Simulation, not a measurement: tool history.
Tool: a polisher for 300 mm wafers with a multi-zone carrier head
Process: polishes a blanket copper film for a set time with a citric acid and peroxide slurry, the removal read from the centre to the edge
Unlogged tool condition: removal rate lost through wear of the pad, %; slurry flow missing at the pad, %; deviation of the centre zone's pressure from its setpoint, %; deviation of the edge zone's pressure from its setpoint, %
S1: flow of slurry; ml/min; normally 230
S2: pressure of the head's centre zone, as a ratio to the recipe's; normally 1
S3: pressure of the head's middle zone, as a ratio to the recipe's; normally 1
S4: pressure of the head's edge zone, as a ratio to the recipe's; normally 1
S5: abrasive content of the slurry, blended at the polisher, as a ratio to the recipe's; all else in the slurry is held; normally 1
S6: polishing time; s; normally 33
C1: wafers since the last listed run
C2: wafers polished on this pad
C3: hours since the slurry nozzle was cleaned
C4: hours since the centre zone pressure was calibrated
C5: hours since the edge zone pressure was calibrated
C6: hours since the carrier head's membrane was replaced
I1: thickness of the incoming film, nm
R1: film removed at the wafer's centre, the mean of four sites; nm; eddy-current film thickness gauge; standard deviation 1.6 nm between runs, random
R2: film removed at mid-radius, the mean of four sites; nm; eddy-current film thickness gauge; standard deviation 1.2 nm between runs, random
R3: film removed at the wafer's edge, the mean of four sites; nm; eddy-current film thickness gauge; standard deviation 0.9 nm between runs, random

Run 1, hour 0: usual settings but S3 1.08; C1 0; C2 1345; C3 316; C4 373.2; C5 11.9; C6 861.2; I1 560.4. Result: R1 110.1 nm, R2 114.2 nm, R3 110.5 nm.
Run 2, hour 68.6: usual settings but S3 1.08; C1 1069; C2 2415; C3 384.6; C4 441.8; C5 80.5; C6 929.8; I1 558.7. Result: R1 108 nm, R2 115.9 nm, R3 112.2 nm.
At hour 149.1: worn pad replaced by a new one.
Run 3, hour 165.1: usual settings but S3 1.08; C1 1442; C2 249; C3 481.1; C4 538.3; C5 177; C6 1026.3; I1 555.9. Result: R1 109.4 nm, R2 115.2 nm, R3 110.3 nm.
At hour 389.4: worn pad replaced by a new one.
Run 4, hour 477.6: usual settings; C1 4811; C2 1374; C3 793.6; C4 850.8; C5 489.5; C6 1338.8; I1 556.8. Result: R1 105 nm, R2 104.7 nm, R3 108.2 nm.
At hour 498.3: carrier head's membrane replaced by a new one.
At hour 499.2: centre zone pressure recalibrated.
Run 5, hour 527.2: usual settings; C1 681; C2 2056; C3 843.2; C4 28; C5 539.1; C6 28.9; I1 568.2. Result: R1 103.3 nm, R2 103.9 nm, R3 109.4 nm.
At hour 558.3: slurry nozzle cleaned.
Run 6, hour 590: usual settings; C1 963; C2 3020; C3 31.7; C4 90.8; C5 601.9; C6 91.7; I1 564.5. Result: R1 116.7 nm, R2 115.8 nm, R3 117.5 nm.
At hour 609.4: worn pad replaced by a new one.
Run 7, hour 676: usual settings; C1 1278; C2 1038; C3 117.7; C4 176.8; C5 687.9; C6 177.7; I1 556.3. Result: R1 112.7 nm, R2 112.1 nm, R3 116 nm.
Run 8, hour 729.9: usual settings but S2 0.97, S3 1.09, S5 1.15; C1 840; C2 1878; C3 171.6; C4 230.7; C5 741.8; C6 231.6; I1 555.5. Result: R1 113.8 nm, R2 125.8 nm, R3 118.5 nm.
Run 9, hour 782.8: usual settings; C1 825; C2 2703; C3 224.5; C4 283.6; C5 794.7; C6 284.5; I1 570.5. Result: R1 112.5 nm, R2 110.9 nm, R3 113.2 nm.

For run 10, what comes out?
At hour 833.1: edge zone pressure recalibrated.
At hour 871.4: worn pad replaced by a new one.
Run 10, hour 889.9: usual settings but S1 305 ml/min, S6 39 s; C1 1576; C2 289; C3 331.6; C4 390.7; C5 56.8; C6 391.6; I1 564.5. Result: R1 ?, R2 ?, R3 ?.

{"run 10": {"R1": 136.3, "R2": 136, "R3": 137.3}}
If the tool had no hidden condition, the same run with the same run-to-run variation would have returned R1 144.5 nm, R2 143.3 nm, R3 142.8 nm.

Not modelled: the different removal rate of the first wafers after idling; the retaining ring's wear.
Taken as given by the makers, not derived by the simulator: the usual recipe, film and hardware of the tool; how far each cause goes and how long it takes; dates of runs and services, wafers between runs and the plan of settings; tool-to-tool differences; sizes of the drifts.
